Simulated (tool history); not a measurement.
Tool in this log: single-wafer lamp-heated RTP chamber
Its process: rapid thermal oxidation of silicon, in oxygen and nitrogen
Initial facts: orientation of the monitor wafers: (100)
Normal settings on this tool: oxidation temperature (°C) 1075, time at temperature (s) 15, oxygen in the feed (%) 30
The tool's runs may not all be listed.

| run | hour | oxidation temperature (°C) | time at temperature (s) | oxygen in the feed (%) | read-back reference wafer on the same gauge, thickness | oxide thickness on the monitor wafer (Å) |
|---|---|---|---|---|---|---|
| 1 | 0 | 1075 | 13 | 30 | 3 | 35.24 |
|  | 9.3 | gauge calibrated |
| 2 | 10.7 | 1075 | 13 | 30 | 3.001 | 35.24 |
| 3 | 25.3 | 1086 | 15 | 30 | 3.001 | 39.58 |
| 4 | 36.6 | 1086 | 15 | 30 | 2.999 | 39.6 |
| 5 | 52.3 | 1086 | 15 | 30 | 2.999 | 39.59 |
| 6 | 69.6 | 1061 | 15 | 30 | 3 | 34.22 |
| 7 | 82.7 | 1075 | 15 | 45 | 3.001 | 42.47 |
| 8 | 89.1 | 1075 | 15 | 45 | 3 | 42.39 |
| 9 | 101.8 | 1075 | 15 | 30 | 3.001 | 37.28 |
| 10 | 112.3 | 1075 | 15 | 30 | 2.999 | 37.3 |
| 11 | 123.7 | 1058 | 15 | 17 | 3 | 29.13 |
| 12 | 134.5 | 1065 | 17 | 55 | 3.001 | 44.83 |
| 13 | 151.9 | 1061 | 19 | 53 | 3 | 45.15 |
| 14 | 159.3 | 1075 | 8 | 30 | 3.001 | 30.4 |
|  | 161.4 | gauge calibrated |
|  | 178.9 | pyrometer window cleaned and pyrometer calibrated |
| 15 | 179.4 | 1086 | 15 | 30 | 3 | 38.77 |
| 16 | 194.5 | 1075 | 21 | 30 | 3 | 41.21 |
|  | 203.3 | oxygen flow controller replaced |
| 17 | 208.8 | 1075 | 15 | 17 | 3.002 | 30.97 |
| 18 | 215.9 | 1075 | 9 | 30 | 3.001 | 30.61 |
| 19 | 228.7 | 1075 | 15 | 49 | 3.001 | 42.37 |
| 20 | 239.6 | 1075 | 9 | 17 | 3 | 26.67 |
| 21 | 256.7 | 1075 | 15 | 30 | 3 | 36.38 |

Forecast each of these 4 alternatives for the next run:
| A | 257.1 | 1075 | 15 | 30 | ? | ? |
| B | 257.1 | 1075 | 17 | 30 | ? | ? |
| C | 257.1 | 1075 | 10 | 30 | ? | ? |
| D | 257.1 | 1075 | 10 | 17 | ? | ? |

| run | read-back reference wafer on the same gauge, thickness | oxide thickness on the monitor wafer (Å) |
|---|---|---|
| A | 3 | 36.37 |
| B | 3 | 38.07 |
| C | 3 | 31.71 |
| D | 3 | 27.49 |
The same runs, with their run-to-run variation unchanged, on a tool lacking any hidden condition would have given:
| run | oxide thickness on the monitor wafer (Å) |
|---|---|
| A | 36.34 |
| B | 38.04 |
| C | 31.69 |
| D | 27.47 |
